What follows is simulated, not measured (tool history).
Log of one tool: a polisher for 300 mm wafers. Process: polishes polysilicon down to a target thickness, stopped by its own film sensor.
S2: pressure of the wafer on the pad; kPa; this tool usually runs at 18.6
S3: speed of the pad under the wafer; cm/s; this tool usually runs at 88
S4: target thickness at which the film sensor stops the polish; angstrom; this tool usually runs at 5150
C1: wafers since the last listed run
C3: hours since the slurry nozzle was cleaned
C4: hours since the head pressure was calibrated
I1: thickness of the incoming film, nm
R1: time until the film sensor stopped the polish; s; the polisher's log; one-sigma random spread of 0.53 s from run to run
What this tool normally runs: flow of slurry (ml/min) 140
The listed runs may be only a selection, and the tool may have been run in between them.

run 1 hour=0 | flow_of_slurry_(ml/min)=140 S2=18.6 S3=88 S4=6200 | C1=0 wafers_polished_on_this_pad=477 C3=506.2 C4=798 | I1=933.6 | R1=38.4
run 2 hour=8.9 | flow_of_slurry_(ml/min)=140 S2=18.6 S3=88 S4=6200 | C1=110 wafers_polished_on_this_pad=587 C3=515.1 C4=806.9 | I1=927.8 | R1=38.1
run 3 hour=19.8 | flow_of_slurry_(ml/min)=140 S2=18.6 S3=88 S4=5150 | C1=135 wafers_polished_on_this_pad=723 C3=526 C4=817.8 | I1=930.1 | R1=52.5
-- hour=24.2 worn pad replaced by a new one
run 4 hour=26.4 | flow_of_slurry_(ml/min)=140 S2=18.6 S3=88 S4=5150 | C1=32 wafers_polished_on_this_pad=27 C3=532.6 C4=824.4 | I1=935 | R1=51
run 5 hour=35 | flow_of_slurry_(ml/min)=140 S2=18.6 S3=88 S4=4470 | C1=106 wafers_polished_on_this_pad=134 C3=541.2 C4=833 | I1=928 | R1=56.8
run 6 hour=47.1 | flow_of_slurry_(ml/min)=140 S2=18.6 S3=88 S4=4470 | C1=150 wafers_polished_on_this_pad=284 C3=553.3 C4=845.1 | I1=909.9 | R1=55.8
run 7 hour=57.8 | flow_of_slurry_(ml/min)=140 S2=18.6 S3=88 S4=4470 | C1=132 wafers_polished_on_this_pad=417 C3=564 C4=855.8 | I1=911.2 | R1=57
run 8 hour=74.1 | flow_of_slurry_(ml/min)=140 S2=18.6 S3=88 S4=5150 | C1=202 wafers_polished_on_this_pad=619 C3=580.3 C4=872.1 | I1=914.6 | R1=50
-- hour=88 worn pad replaced by a new one
run 9 hour=90.8 | flow_of_slurry_(ml/min)=140 S2=18.6 S3=88 S4=5150 | C1=157 wafers_polished_on_this_pad=35 C3=597 C4=888.8 | I1=918.9 | R1=53.1
run 10 hour=117.4 | flow_of_slurry_(ml/min)=140 S2=18.6 S3=88 S4=5150 | C1=330 wafers_polished_on_this_pad=365 C3=623.6 C4=915.4 | I1=908.7 | R1=53
run 11 hour=129.2 | flow_of_slurry_(ml/min)=140 S2=18.6 S3=100 S4=5150 | C1=146 wafers_polished_on_this_pad=512 C3=635.4 C4=927.2 | I1=902.4 | R1=46.9
run 12 hour=145 | flow_of_slurry_(ml/min)=140 S2=18.6 S3=88 S4=6060 | C1=196 wafers_polished_on_this_pad=708 C3=651.2 C4=943 | I1=908.1 | R1=40.9
run 13 hour=158.2 | flow_of_slurry_(ml/min)=140 S2=18.6 S3=88 S4=4740 | C1=163 wafers_polished_on_this_pad=872 C3=664.4 C4=956.2 | I1=918 | R1=62.7
-- hour=165.9 worn pad replaced by a new one, repeated, since the last time left the tool worse
run 14 hour=172.3 | flow_of_slurry_(ml/min)=140 S2=18.6 S3=88 S4=4740 | C1=125 wafers_polished_on_this_pad=78 C3=678.5 C4=970.3 | I1=935.1 | R1=54.8
run 15 hour=180.7 | flow_of_slurry_(ml/min)=185 S2=15.9 S3=110 S4=5740 | C1=104 wafers_polished_on_this_pad=183 C3=686.9 C4=978.7 | I1=922.4 | R1=38.8
run 16 hour=187.1 | flow_of_slurry_(ml/min)=140 S2=15.9 S3=114 S4=5150 | C1=79 wafers_polished_on_this_pad=262 C3=693.3 C4=985.1 | I1=905.5 | R1=43.3
run 17 hour=193.6 | flow_of_slurry_(ml/min)=110 S2=18.6 S3=88 S4=6500 | C1=80 wafers_polished_on_this_pad=343 C3=699.8 C4=991.6 | I1=901.7 | R1=31.6
run 18 hour=200.8 | flow_of_slurry_(ml/min)=125 S2=21.4 S3=88 S4=4750 | C1=89 wafers_polished_on_this_pad=433 C3=707 C4=998.8 | I1=920.1 | R1=50.4
run 19 hour=211.4 | flow_of_slurry_(ml/min)=140 S2=18.6 S3=88 S4=5150 | C1=131 wafers_polished_on_this_pad=564 C3=717.6 C4=1009.4 | I1=919.8 | R1=49.5
-- hour=212.4 slurry nozzle cleaned
run 20 hour=228.6 | flow_of_slurry_(ml/min)=140 S2=18.6 S3=62 S4=4260 | C1=201 wafers_polished_on_this_pad=765 C3=16.2 C4=1026.6 | I1=916.4 | R1=79.9
-- hour=233.6 worn pad replaced by a new one
run 21 hour=234.9 | flow_of_slurry_(ml/min)=170 S2=12.4 S3=88 S4=5150 | C1=28 wafers_polished_on_this_pad=16 C3=22.5 C4=1032.9 | I1=923 | R1=65.6
run 22 hour=246.4 | flow_of_slurry_(ml/min)=140 S2=24.8 S3=60 S4=5150 | C1=142 wafers_polished_on_this_pad=159 C3=34 C4=1044.4 | I1=901.5 | R1=48.9
run 23 hour=261.4 | flow_of_slurry_(ml/min)=185 S2=23.4 S3=60 S4=6090 | C1=186 wafers_polished_on_this_pad=345 C3=49 C4=1059.4 | I1=908.3 | R1=39.2
run 24 hour=271.4 | flow_of_slurry_(ml/min)=140 S2=18.6 S3=88 S4=5150 | C1=124 wafers_polished_on_this_pad=469 C3=59 C4=1069.4 | I1=902.5 | R1=47.4
-- hour=275.7 head pressure recalibrated
run 25 hour=278.1 | flow_of_slurry_(ml/min)=140 S2=18.6 S3=88 S4=6200 | C1=58 wafers_polished_on_this_pad=528 C3=65.7 C4=2.4 | I1=925.7 | R1=37.5
-- hour=305.6 worn pad replaced by a new one
run 26 hour=324.6 | flow_of_slurry_(ml/min)=140 S2=18.6 S3=88 S4=5150 | C1=527 wafers_polished_on_this_pad=236 C3=112.2 C4=48.9 | I1=929.3 | R1=50.3
run 27 hour=336.7 | flow_of_slurry_(ml/min)=175 S2=13.1 S3=110 S4=5150 | C1=150 wafers_polished_on_this_pad=386 C3=124.3 C4=61 | I1=930.9 | R1=55.2
run 28 hour=350 | flow_of_slurry_(ml/min)=140 S2=18.6 S3=88 S4=4470 | C1=165 wafers_polished_on_this_pad=551 C3=137.6 C4=74.3 | I1=919 | R1=58.3

Some steps in R1 between neighbouring runs. How much of each would the tool show without its hidden state too (settings, what came in, random variation), and how much is left for the hidden state, with any gauge scatter that isn't in both results?
What the log doesn't record here: removal rate lost through wear of the pad, %; slurry flow missing at the pad, %; deviation of the head's pressure from its setpoint, %.
Run 12 -> 13: S4 6060 -> 4740. R1 +21.8 s: hidden state +4, all else +17.8.
Run 13 -> 14: worn pad replaced by a new one, repeated, since the last time left the tool worse. R1 -7.9 s: hidden state -8.8, all else +0.9.
Run 19 -> 20: S3 88 -> 62, S4 5150 -> 4260, slurry nozzle cleaned. R1 +30.4 s: hidden state +2.8, all else +27.6.

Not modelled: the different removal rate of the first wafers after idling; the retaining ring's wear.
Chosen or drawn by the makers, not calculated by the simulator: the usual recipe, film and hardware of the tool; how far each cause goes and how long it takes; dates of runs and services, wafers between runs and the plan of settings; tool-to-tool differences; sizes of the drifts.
